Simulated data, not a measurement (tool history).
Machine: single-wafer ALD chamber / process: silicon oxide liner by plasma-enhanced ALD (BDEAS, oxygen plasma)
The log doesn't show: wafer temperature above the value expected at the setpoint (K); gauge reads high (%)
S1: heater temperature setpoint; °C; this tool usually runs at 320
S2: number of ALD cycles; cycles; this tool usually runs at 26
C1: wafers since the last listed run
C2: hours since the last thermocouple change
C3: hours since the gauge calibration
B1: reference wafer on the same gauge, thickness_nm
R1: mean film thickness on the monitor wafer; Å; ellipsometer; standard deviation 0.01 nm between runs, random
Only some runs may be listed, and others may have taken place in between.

Run 1, hour 0: usual settings; C1 0; C2 1195.6; C3 830.3; B1 2.748. Result: R1 23.93 Å.
At hour 46: thermocouple changed; heater temperature recalibrated.
Run 2, hour 62.7: usual settings; C1 800; C2 16.7; C3 893; B1 2.751. Result: R1 23.78 Å.
Run 3, hour 125.5: usual settings; C1 918; C2 79.5; C3 955.8; B1 2.751. Result: R1 23.78 Å.
Run 4, hour 193.8: usual settings; C1 998; C2 147.8; C3 1024.1; B1 2.752. Result: R1 23.87 Å.
Run 5, hour 251.8: usual settings; C1 848; C2 205.8; C3 1082.1; B1 2.75. Result: R1 23.81 Å.
Run 6, hour 299.9: usual settings; C1 703; C2 253.9; C3 1130.2; B1 2.75. Result: R1 23.86 Å.
Run 7, hour 346: usual settings; C1 674; C2 300; C3 1176.3; B1 2.749. Result: R1 23.61 Å.
Run 8, hour 394.6: usual settings but S2 25 cycles; C1 710; C2 348.6; C3 1224.9; B1 2.75. Result: R1 22.69 Å.
Run 9, hour 430.1: usual settings; C1 519; C2 384.1; C3 1260.4; B1 2.752. Result: R1 23.85 Å.
Run 10, hour 494.8: usual settings; C1 946; C2 448.8; C3 1325.1; B1 2.748. Result: R1 23.9 Å.
Run 11, hour 546: usual settings but S2 29 cycles; C1 748; C2 500; C3 1376.3; B1 2.749. Result: R1 26.37 Å.
Run 12, hour 578.6: usual settings; C1 476; C2 532.6; C3 1408.9; B1 2.754. Result: R1 23.83 Å.
Run 13, hour 619.8: usual settings but S1 314 °C, S2 24 cycles; C1 602; C2 573.8; C3 1450.1; B1 2.747. Result: R1 21.99 Å.
Run 14, hour 649.1: usual settings but S1 314 °C, S2 24 cycles; C1 428; C2 603.1; C3 1479.4; B1 2.754. Result: R1 21.99 Å.
Run 15, hour 720.8: usual settings but S2 23 cycles; C1 1048; C2 674.8; C3 1551.1; B1 2.754. Result: R1 21.12 Å.
Run 16, hour 787.4: usual settings; C1 974; C2 741.4; C3 1617.7; B1 2.749. Result: R1 23.6 Å.
Run 17, hour 850: usual settings; C1 915; C2 804; C3 1680.3; B1 2.751. Result: R1 23.92 Å.
Run 18, hour 895.4: usual settings; C1 664; C2 849.4; C3 1725.7; B1 2.743. Result: R1 23.91 Å.
Run 19, hour 951.1: usual settings but S1 331 °C; C1 814; C2 905.1; C3 1781.4; B1 2.748. Result: R1 23.48 Å.
Run 20, hour 1100.7: usual settings but S2 30 cycles; C1 2188; C2 1054.7; C3 1931; B1 2.75. Result: R1 27.26 Å.
At hour 1111.8: thermocouple changed; heater temperature recalibrated.
Run 21, hour 1171.5: usual settings but S2 30 cycles; C1 918; C2 59.7; C3 2001.8; B1 2.751. Result: R1 27.34 Å.
Run 22, hour 1204: usual settings but S1 315 °C; C1 475; C2 92.2; C3 2034.3; B1 2.75. Result: R1 23.8 Å.
Run 23, hour 1244.2: usual settings but S1 309 °C, S2 23 cycles; C1 587; C2 132.4; C3 2074.5; B1 2.746. Result: R1 21.48 Å.
Run 24, hour 1312.2: usual settings; C1 994; C2 200.4; C3 2142.5; B1 2.746. Result: R1 23.65 Å.
Run 25, hour 1438.5: usual settings but S1 333 °C, S2 27 cycles; C1 1847; C2 326.7; C3 2268.8; B1 2.751. Result: R1 24.39 Å.
Run 26, hour 1464.1: usual settings; C1 374; C2 352.3; C3 2294.4; B1 2.751. Result: R1 23.78 Å.
Run 27, hour 1490.2: usual settings; C1 381; C2 378.4; C3 2320.5; B1 2.751. Result: R1 23.66 Å.
Run 28, hour 1526.8: usual settings; C1 535; C2 415; C3 2357.1; B1 2.755. Result: R1 23.68 Å.
Run 29, hour 1567.7: usual settings; C1 598; C2 455.9; C3 2398; B1 2.746. Result: R1 23.74 Å.
Run 30, hour 1617.8: usual settings; C1 732; C2 506; C3 2448.1; B1 2.749. Result: R1 23.67 Å.
Run 31, hour 1660.9: usual settings but S1 313 °C; C1 630; C2 549.1; C3 2491.2; B1 2.752. Result: R1 23.93 Å.
Run 32, hour 1692.3: usual settings but S1 313 °C, S2 22 cycles; C1 459; C2 580.5; C3 2522.6; B1 2.751. Result: R1 20.37 Å.
Run 33, hour 1731.4: usual settings but S1 307 °C; C1 571; C2 619.6; C3 2561.7; B1 2.751. Result: R1 24.13 Å.
At hour 1771.3: gauge calibrated.
Run 34, hour 1783.9: usual settings but S1 310 °C, S2 21 cycles; C1 767; C2 672.1; C3 12.6; B1 2.746. Result: R1 19.4 Å.
Run 35, hour 1840.4: usual settings but S1 315 °C, S2 29 cycles; C1 826; C2 728.6; C3 69.1; B1 2.753. Result: R1 26.61 Å.
Run 36, hour 1870.2: usual settings; C1 435; C2 758.4; C3 98.9; B1 2.75. Result: R1 23.73 Å.
Run 37, hour 1895.8: usual settings but S1 305 °C, S2 23 cycles; C1 374; C2 784; C3 124.5; B1 2.75. Result: R1 21.3 Å.
Run 38, hour 1969.9: usual settings; C1 1083; C2 858.1; C3 198.6; B1 2.747. Result: R1 23.72 Å.
Run 39, hour 2039.7: usual settings but S1 312 °C, S2 22 cycles; C1 1020; C2 927.9; C3 268.4; B1 2.748. Result: R1 20.25 Å.
Run 40, hour 2097.2: usual settings but S1 312 °C; C1 841; C2 985.4; C3 325.9; B1 2.749. Result: R1 24.18 Å.
At hour 2106.2: thermocouple changed; heater temperature recalibrated.
Run 41, hour 2125.6: usual settings but S1 306 °C; C1 298; C2 19.4; C3 354.3; B1 2.749. Result: R1 24.28 Å.
Run 42, hour 2169: usual settings but S1 325 °C, S2 21 cycles; C1 634; C2 62.8; C3 397.7; B1 2.753. Result: R1 19.01 Å.
Run 43, hour 2301.8: usual settings but S1 329 °C; C1 1942; C2 195.6; C3 530.5; B1 2.75. Result: R1 23.54 Å.
Run 44, hour 2342.1: usual settings; C1 589; C2 235.9; C3 570.8; B1 2.752. Result: R1 23.8 Å.

State the hidden condition of the tool at each of the runs:
wafer temperature above the value expected at the setpoint (K): 0 across all the runs
gauge reads high (%): 0 across all the runs
